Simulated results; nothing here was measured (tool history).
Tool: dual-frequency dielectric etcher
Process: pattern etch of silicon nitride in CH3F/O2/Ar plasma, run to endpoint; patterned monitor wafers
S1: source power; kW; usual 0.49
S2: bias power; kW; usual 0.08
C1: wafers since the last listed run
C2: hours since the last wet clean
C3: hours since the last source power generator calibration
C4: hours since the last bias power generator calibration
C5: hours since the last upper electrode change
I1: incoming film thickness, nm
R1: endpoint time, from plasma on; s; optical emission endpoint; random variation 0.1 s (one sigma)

run   hour    S1     S2   C1     C2      C3      C4      C5     I1    R1
  1      0  0.49   0.09    0  435.5  3913.3  3854.3  2402.2  19.39  26.5
  2   13.7  0.42   0.08   90  449.2    3927    3868  2415.9  19.68  28.7
  3   25.5  0.42   0.08   78    461  3938.8  3879.8  2427.7  19.71  28.9
      51.9  -- upper electrode replaced
  4   52.4  0.46  0.087   19  487.9  3965.7  3906.7     0.5  19.83    28
  5   52.8  0.46  0.087    2  488.3  3966.1  3907.1     0.9  19.82  27.8
      70.4  -- source power generator calibrated
      77.4  -- wet clean of the chamber
  6   77.9  0.46  0.087   93    0.5     7.5  3932.2      26  19.69    27
  7   78.2  0.46   0.08    1    0.8     7.8  3932.5    26.3  19.87  27.7
  8   90.2  0.46   0.08   79   12.8    19.8  3944.5    38.3  19.62  27.5
  9  101.1  0.46   0.08   72   23.7    30.7  3955.4    49.2  19.54  27.4
 10  117.4  0.55   0.08  107     40      47  3971.7    65.5  19.55  26.3
 11  123.8  0.55   0.08   42   46.4    53.4  3978.1    71.9  19.77  26.6
 12    140  0.52  0.068  107   62.6    69.6  3994.3    88.1  19.78  27.9
 13    150  0.44  0.088   66   72.6    79.6  4004.3    98.1   19.8  27.4
     172.1  -- bias power generator calibrated
 14  173.8  0.52   0.09  131   96.4   103.4     1.7   121.9  19.69  26.2
 15  180.9  0.49   0.08   47  103.5   110.5     8.8     129  19.77  27.4
 16  189.3  0.49   0.09   55  111.9   118.9    17.2   137.4  19.86  26.7
 17  198.9  0.61  0.098   63  121.5   128.5    26.8     147  19.67  24.5
 18  209.2  0.59  0.067   68  131.8   138.8    37.1   157.3  19.64  27.1
 19  225.8   0.6  0.095  109  148.4   155.4    53.7   173.9  19.73    25
 20  233.7  0.57   0.08   52  156.3   163.3    61.6   181.8  19.82  26.7
 21  245.7  0.37  0.061   79  168.3   175.3    73.6   193.8  19.48  30.7
 22  260.1  0.57  0.095   95  182.7   189.7      88   208.2  19.83  25.6
 23  270.2  0.37  0.069   66  192.8   199.8    98.1   218.3  19.79  30.4
 24  282.6  0.39  0.068   82  205.2   212.2   110.5   230.7  19.81  30.3
 25  325.9  0.49   0.08  286  248.5   255.5   153.8     274  19.59  27.3
 26  342.8   0.6  0.071  111  265.4   272.4   170.7   290.9  19.58  26.9
 27  357.1  0.57  0.095   94  279.7   286.7     185   305.2  19.65  25.6
 28  373.5  0.44   0.08  108  296.1   303.1   201.4   321.6  19.59  28.1
 29  390.6  0.49   0.08  113  313.2   320.2   218.5   338.7  19.91  27.8
 30  402.6  0.57  0.068   79  325.2   332.2   230.5   350.7  19.69  27.6
 31  408.9  0.43   0.08   41  331.5   338.5   236.8     357  19.56  28.1
 32  418.3  0.58  0.096   62  340.9   347.9   246.2   366.4  19.57  25.1
 33    432  0.43  0.067   90  354.6   361.6   259.9   380.1  19.71  29.7
 34  439.4  0.56  0.065   49    362     369   267.3   387.5  19.62  27.9

The tool's hidden state at each run:
source power that arrives over what is set, %: 0 in every run
bias power that arrives over what is set, %: 0 in every run
H1: etch rate over this chamber's usual, %
run       H1
  1    -2.23
  2     -2.3
  3    -2.35
  4    -2.47
  5    -2.48
  6  -0.0972
  7  -0.0986
  8   -0.154
  9   -0.203
 10   -0.278
 11   -0.307
 12   -0.381
 13   -0.427
 14   -0.536
 15   -0.569
 16   -0.607
 17   -0.651
 18   -0.698
 19   -0.774
 20    -0.81
 21   -0.865
 22   -0.931
 23   -0.977
 24    -1.03
 25    -1.23
 26    -1.31
 27    -1.37
 28    -1.45
 29    -1.53
 30    -1.58
 31    -1.61
 32    -1.65
 33    -1.72
 34    -1.75
